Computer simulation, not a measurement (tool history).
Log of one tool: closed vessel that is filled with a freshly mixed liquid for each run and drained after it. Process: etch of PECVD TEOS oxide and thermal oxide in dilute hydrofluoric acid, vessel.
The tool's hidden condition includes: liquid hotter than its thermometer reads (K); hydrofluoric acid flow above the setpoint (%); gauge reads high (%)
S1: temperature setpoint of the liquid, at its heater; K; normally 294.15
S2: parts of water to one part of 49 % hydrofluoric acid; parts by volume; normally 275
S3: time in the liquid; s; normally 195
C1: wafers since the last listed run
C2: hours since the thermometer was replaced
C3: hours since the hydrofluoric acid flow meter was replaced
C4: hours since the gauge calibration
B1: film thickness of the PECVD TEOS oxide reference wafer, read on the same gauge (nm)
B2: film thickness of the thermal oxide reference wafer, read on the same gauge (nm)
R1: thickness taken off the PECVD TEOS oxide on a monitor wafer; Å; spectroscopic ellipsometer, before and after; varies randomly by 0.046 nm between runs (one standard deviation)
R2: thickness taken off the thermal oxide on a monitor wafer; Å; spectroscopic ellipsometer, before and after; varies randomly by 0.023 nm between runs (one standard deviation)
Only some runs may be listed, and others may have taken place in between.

run	hour	S1	S2	S3	C1	C2	C3	C4	B1	B2	R1	R2
1	0.0	294.15	275	195	0	2803.5	482.2	345.3	140.00	139.992	71.4	25.89
2	6.1	294.15	275	145	509	2809.6	488.3	351.4	139.98	139.997	53.7	19.38
3	17.6	294.15	275	145	959	2821.1	499.8	362.9	140.02	140.003	53.6	19.69
4	32.8	294.15	320	240	1268	2836.3	515.0	378.1	140.05	140.001	73.4	27.12
5	46.5	294.15	320	195	1143	2850.0	528.7	391.8	140.04	140.015	60.4	21.47
6	53.3	294.15	320	195	567	2856.8	535.5	398.6	139.98	140.011	59.4	21.64
7	61.7	294.15	165	195	701	2865.2	543.9	407.0	140.05	140.003	135.1	48.18
# hour 80.6: gauge calibrated
8	87.7	297.15	275	85	2170	2891.2	569.9	7.1	139.97	140.018	35.4	12.83
# hour 98.5: hydrofluoric acid flow meter replaced
9	102.6	290.15	320	105	1160	2906.1	4.1	22.0	140.02	139.998	26.2	9.28
10	118.2	294.15	275	195	1302	2921.7	19.7	37.6	140.00	140.002	68.1	25.06
11	126.1	294.15	275	110	659	2929.6	27.6	45.5	140.01	139.994	38.6	14.01
12	135.0	294.15	400	195	742	2938.5	36.5	54.4	139.99	139.985	41.7	15.14
13	151.1	294.15	275	195	1343	2954.6	52.6	70.5	140.01	139.985	67.8	24.69
14	163.6	298.15	275	135	1043	2967.1	65.1	83.0	139.99	140.001	54.1	19.88
# hour 174.4: thermometer replaced
15	179.6	294.15	365	195	1252	5.2	81.1	99.0	140.02	139.998	47.5	17.09
16	190.0	298.65	230	230	868	15.6	91.5	109.4	140.01	140.012	120.6	43.63
17	200.9	296.15	190	195	909	26.5	102.4	120.3	140.00	140.008	115.7	42.29
18	232.5	294.15	275	90	2637	58.1	134.0	151.9	140.01	140.009	31.7	11.57
19	243.0	294.15	325	195	876	68.6	144.5	162.4	139.98	139.999	56.0	20.24
20	253.5	294.15	275	195	876	79.1	155.0	172.9	139.99	140.005	69.1	24.86
21	264.0	298.15	275	135	876	89.6	165.5	183.4	139.97	140.004	55.3	19.98
22	281.0	294.15	275	195	1419	106.6	182.5	200.4	139.98	140.002	69.7	25.17
23	292.8	294.15	275	90	985	118.4	194.3	212.2	139.99	140.009	31.6	11.58
24	309.3	296.65	390	280	1377	134.9	210.8	228.7	139.97	140.007	69.2	24.95
25	319.4	294.15	155	195	843	145.0	220.9	238.8	140.03	139.988	137.8	49.85

Pick out some run-to-run changes in R1. Of each, how much would a tool without hidden state show as well, from the settings, what came in and chance, and how much is left for the hidden state and any gauge scatter not in both results compared?
Run 6 -> 7: S2 320 -> 165. R1 +75.7 Å: hidden state +4.4, all else +71.3.
Run 7 -> 8: S1 294.15 -> 297.15, S2 165 -> 275, S3 195 -> 85, gauge calibrated. R1 -99.7 Å: hidden state -5.9, all else -93.8.
Run 17 -> 18: S1 296.15 -> 294.15, S2 190 -> 275, S3 195 -> 90. R1 -84.0 Å: hidden state -0.9, all else -83.1.
